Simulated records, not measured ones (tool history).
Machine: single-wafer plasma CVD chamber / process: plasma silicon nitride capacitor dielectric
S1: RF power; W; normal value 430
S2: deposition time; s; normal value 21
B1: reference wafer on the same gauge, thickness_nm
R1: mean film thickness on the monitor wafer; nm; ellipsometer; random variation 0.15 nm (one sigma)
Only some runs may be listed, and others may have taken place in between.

run   hour   S1    S2      B1      R1
  1      0  455  22.8  31.883  35.228
  2   12.7  430    21  31.843  31.706
  3   25.2  430    21  31.904  32.034
  4     56  400  23.5  31.864  34.824
  5   68.3  430    21  31.901  32.061
      73.1  -- gauge calibrated
     123.5  -- showerhead replaced
     150.8  -- RF generator calibrated
  6  151.3  370    21  31.925  30.692
  7  180.8  370    21  31.903  30.335
     258.1  -- gauge calibrated
  8  264.4  430  23.2  31.892  35.424
  9  292.1  430    21  31.878  32.071
 10    316  430    21  31.961   32.09
 11  330.8  430  23.4  31.864  35.441
 12  350.2  470    21   31.92  32.572
 13  366.5  500  18.6  31.906  29.605
 14  382.4  390  18.3  31.839  26.806

Give the tool's hidden conditions for every run:
delivered RF power above the setpoint (%): 0 across all the runs
gauge reads high (%): 0 across all the runs
